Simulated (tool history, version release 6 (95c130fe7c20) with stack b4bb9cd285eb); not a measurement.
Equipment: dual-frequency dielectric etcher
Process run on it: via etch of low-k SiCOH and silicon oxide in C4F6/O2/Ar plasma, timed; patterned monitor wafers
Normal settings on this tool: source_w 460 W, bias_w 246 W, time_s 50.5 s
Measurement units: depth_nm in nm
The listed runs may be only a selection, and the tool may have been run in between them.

run	hour	source_w	bias_w	time_s	read-back reference wafer on the same gauge, depth_nm	depth_nm
1	0	460	246	50.5	157.9	169.1
2	6.8	460	246	50.5	158	169.1
3	20.5	460	246	50.5	158	169.2
4	27.3	510	246	50.5	157.8	178
5	42.2	490	246	61	158.1	209.9
6	54.2	460	265	50.5	158	171.7
7	67.3	460	265	50.5	157.8	170.9
# hour 80.8: gauge calibrated
# hour 84.8: source power generator calibrated
# hour 94.2: upper electrode replaced
8	94.7	460	246	50.5	157.9	167.5
9	95	460	246	50.5	158	166.2
10	97.2	460	246	50.5	158.1	167.5
# hour 102.9: bias power generator calibrated
11	115	460	246	50.5	157.9	166.3
# hour 140.6: wet clean of the chamber
12	141.1	570	246	50.5	158	188.9
13	141.4	460	301	50.5	158	179.3
14	149.3	460	193	35.5	157.9	110.9
15	166.7	460	246	50.5	158.1	167.7
16	183.7	460	265	50.5	157.8	170.9
17	195.1	460	271	50.5	158	172.6
# hour 200.3: gauge calibrated
18	206	460	200	40.5	157.9	126.3
19	214	460	246	63.5	158	210.5

Hidden state, per run?
source power that arrives over what is set, %: 0 across all the runs
bias power that arrives over what is set, %: 0 across all the runs
gauge reads high (%): 0 across all the runs
H1: etch rate over this chamber's usual, %
run	H1
1	-1.26
2	-1.36
3	-1.57
4	-1.67
5	-1.89
6	-2.07
7	-2.26
8	-2.67
9	-2.67
10	-2.71
11	-2.97
12	-1.55
13	-1.55
14	-1.67
15	-1.93
16	-2.18
17	-2.35
18	-2.51
19	-2.63

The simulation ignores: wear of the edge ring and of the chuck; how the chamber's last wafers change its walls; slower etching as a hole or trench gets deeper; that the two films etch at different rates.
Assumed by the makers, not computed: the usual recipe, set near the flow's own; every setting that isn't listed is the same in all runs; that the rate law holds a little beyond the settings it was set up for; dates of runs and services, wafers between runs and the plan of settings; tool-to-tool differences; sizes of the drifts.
